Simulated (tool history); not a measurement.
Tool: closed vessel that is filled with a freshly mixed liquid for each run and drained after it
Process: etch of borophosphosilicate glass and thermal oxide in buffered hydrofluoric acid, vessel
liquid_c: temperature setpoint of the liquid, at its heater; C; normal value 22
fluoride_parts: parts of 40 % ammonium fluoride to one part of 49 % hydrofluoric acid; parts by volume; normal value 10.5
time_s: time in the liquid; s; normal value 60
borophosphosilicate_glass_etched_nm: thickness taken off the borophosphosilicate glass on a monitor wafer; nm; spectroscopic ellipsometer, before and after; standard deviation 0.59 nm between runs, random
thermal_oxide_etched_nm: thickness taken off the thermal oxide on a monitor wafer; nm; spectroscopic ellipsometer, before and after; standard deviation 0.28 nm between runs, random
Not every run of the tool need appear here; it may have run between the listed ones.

run     day  liquid_c  fluoride_parts  time_s  read-back film thickness of the borophosphosilicate glass reference wafer, read on the same gauge (nm)  read-back film thickness of the thermal oxide reference wafer, read on the same gauge (nm)  borophosphosilicate_glass_etched_nm  thermal_oxide_etched_nm
  1       0        22            10.5      60                                                                                                  110.01                                                                                       99.99                               134.23                       57
  2   2.088        22            10.5      60                                                                                                  109.98                                                                                       99.99                               133.57                    57.27
  3   3.496        22            10.5      60                                                                                                  109.96                                                                                       99.98                               133.25                     57.3
  4   5.912        22            10.5      60                                                                                                  110.02                                                                                      100.01                                135.3                    56.97
      7.575  -- thermometer replaced
  5   7.817        22            10.5      75                                                                                                  109.96                                                                                         100                                175.9                    75.11
  6   9.883        22            10.5      45                                                                                                  109.96                                                                                      100.02                               105.74                    45.22
  7  11.546        26            10.5      75                                                                                                  110.03                                                                                         100                               218.79                    94.14
  8  13.871        22            10.5      60                                                                                                  109.93                                                                                       99.98                               141.26                    60.41
  9  16.112      20.5              12      60                                                                                                  109.96                                                                                      100.02                               115.19                    48.98
 10  19.021        22              12      60                                                                                                     110                                                                                         100                               125.55                    52.82
 11  20.158        22              12      60                                                                                                  110.01                                                                                      100.02                               125.32                    53.29
     20.862  -- hydrofluoric acid flow meter replaced
 12  21.496        22            10.5      60                                                                                                  109.96                                                                                       99.99                               135.62                    56.99
 13  23.696        22               9      60                                                                                                  109.97                                                                                       99.99                               151.21                    64.69
 14  25.112        22             7.5      30                                                                                                  110.02                                                                                      100.02                                92.31                    39.18
     26.458  -- gauge calibrated
 15  28.375        22            10.5      45                                                                                                  110.02                                                                                       99.98                                100.8                    43.35
 16  29.375        17            13.5      85                                                                                                  109.97                                                                                       99.99                               113.01                    48.31
 17  31.821      17.5             8.5      30                                                                                                  109.97                                                                                       99.99                                63.52                    26.78
 18  34.575        22            14.5      35                                                                                                  109.98                                                                                       99.97                                 57.4                    24.48
 19  35.988        19              12      90                                                                                                  109.97                                                                                      100.03                               151.28                    64.13
 20  37.746        24            10.5      35                                                                                                  110.03                                                                                         100                                88.57                    37.55
 21  38.838      18.5              13      60                                                                                                     110                                                                                       99.99                                90.39                    38.59
 22  40.946      23.5             8.5      60                                                                                                  110.01                                                                                      100.02                               176.62                       75

Predict the results of run 23:
 23  42.883        22            10.5      60                                                                                                       ?                                                                                           ?                                    ?                        ?

{"run 23": {"read-back film thickness of the borophosphosilicate glass reference wafer, read on the same gauge (nm)": 109.98, "read-back film thickness of the thermal oxide reference wafer, read on the same gauge (nm)": 100, "borophosphosilicate_glass_etched_nm": 135.76, "thermal_oxide_etched_nm": 57.92}}
Take away the tool's hidden state, keep the run-to-run variation as it was, and the same run would have given borophosphosilicate_glass_etched_nm 135.28 nm, thermal_oxide_etched_nm 57.74 nm.
